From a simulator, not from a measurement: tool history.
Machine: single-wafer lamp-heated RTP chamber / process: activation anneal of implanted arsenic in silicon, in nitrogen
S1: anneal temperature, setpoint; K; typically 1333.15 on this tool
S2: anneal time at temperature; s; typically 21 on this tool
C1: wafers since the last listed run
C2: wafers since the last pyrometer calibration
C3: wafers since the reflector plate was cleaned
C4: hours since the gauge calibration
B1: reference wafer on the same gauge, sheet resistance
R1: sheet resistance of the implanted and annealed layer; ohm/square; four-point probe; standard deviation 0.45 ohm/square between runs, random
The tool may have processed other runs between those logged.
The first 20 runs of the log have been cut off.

Run 21, hour 226.9: usual settings but S2 33 s; C1 129; C2 8139; C3 10107; C4 202.5; B1 96.02. Result: R1 95.89 ohm/square.
At hour 241.8: reflector plate cleaned.
At hour 242.0: pyrometer window cleaned and pyrometer calibrated.
Run 22, hour 265.3: usual settings; C1 454; C2 350; C3 350; C4 240.9; B1 96.04. Result: R1 98.67 ohm/square.
Run 23, hour 281.2: usual settings but S2 32 s; C1 238; C2 588; C3 588; C4 256.8; B1 96.00. Result: R1 95.23 ohm/square.
Run 24, hour 296.2: usual settings; C1 225; C2 814; C3 814; C4 271.8; B1 95.97. Result: R1 99.22 ohm/square.
Run 25, hour 309.3: usual settings but S1 1343.15 K, S2 12 s; C1 196; C2 1010; C3 1010; C4 284.9; B1 95.99. Result: R1 102.60 ohm/square.
At hour 329.8: gauge calibrated.
At hour 331.4: pyrometer window cleaned and pyrometer calibrated, repeated, since the last time left the tool worse.
Run 26, hour 331.9: usual settings but S1 1310.15 K, S2 10 s; C1 219; C2 7; C3 1230; C4 2.1; B1 95.95. Result: R1 115.43 ohm/square.
Run 27, hour 342.3: usual settings but S1 1358.15 K, S2 14 s; C1 156; C2 163; C3 1386; C4 12.5; B1 96.01. Result: R1 100.43 ohm/square.
Run 28, hour 351.9: usual settings but S1 1341.15 K, S2 31 s; C1 144; C2 307; C3 1530; C4 22.1; B1 96.15. Result: R1 95.88 ohm/square.
Run 29, hour 359.8: usual settings; C1 118; C2 426; C3 1649; C4 30.0; B1 96.08. Result: R1 101.87 ohm/square.
Run 30, hour 368.9: usual settings; C1 136; C2 563; C3 1785; C4 39.1; B1 95.96. Result: R1 102.13 ohm/square.
Run 31, hour 377.4: usual settings but S1 1361.15 K, S2 10 s; C1 127; C2 690; C3 1913; C4 47.6; B1 96.05. Result: R1 103.20 ohm/square.
Run 32, hour 391.6: usual settings but S1 1310.15 K, S2 15 s; C1 213; C2 903; C3 2126; C4 61.8; B1 96.00. Result: R1 110.02 ohm/square.
Run 33, hour 424.5: usual settings but S1 1352.15 K, S2 32 s; C1 494; C2 1398; C3 2620; C4 94.7; B1 96.09. Result: R1 93.54 ohm/square.
Run 34, hour 431.4: usual settings but S1 1309.15 K; C1 103; C2 1501; C3 2724; C4 101.6; B1 95.85. Result: R1 106.27 ohm/square.
Run 35, hour 446.9: usual settings but S1 1319.15 K, S2 33 s; C1 232; C2 1734; C3 2957; C4 117.1; B1 95.96. Result: R1 100.90 ohm/square.

Consider 3 possible next runs. They are alternatives, not a sequence: every one starts from the tool as it was left by run 35. What does each give?
Run A, hour 447.3: usual settings; C1 6; C2 1740; C3 2963; C4 117.5; B1 ?. Result: R1 ?.
Run B, hour 447.3: usual settings but S1 1323.15 K, S2 26 s; C1 6; C2 1740; C3 2963; C4 117.5; B1 ?. Result: R1 ?.
Run C, hour 447.3: usual settings but S1 1341.15 K, S2 16 s; C1 6; C2 1740; C3 2963; C4 117.5; B1 ?. Result: R1 ?.

run     B1      R1
  A  96.05  102.59
  B  96.05  102.68
  C  96.05  103.57
Without the tool's hidden state the same runs would have given:
run      R1
  A  103.40
  B  103.50
  C  104.38
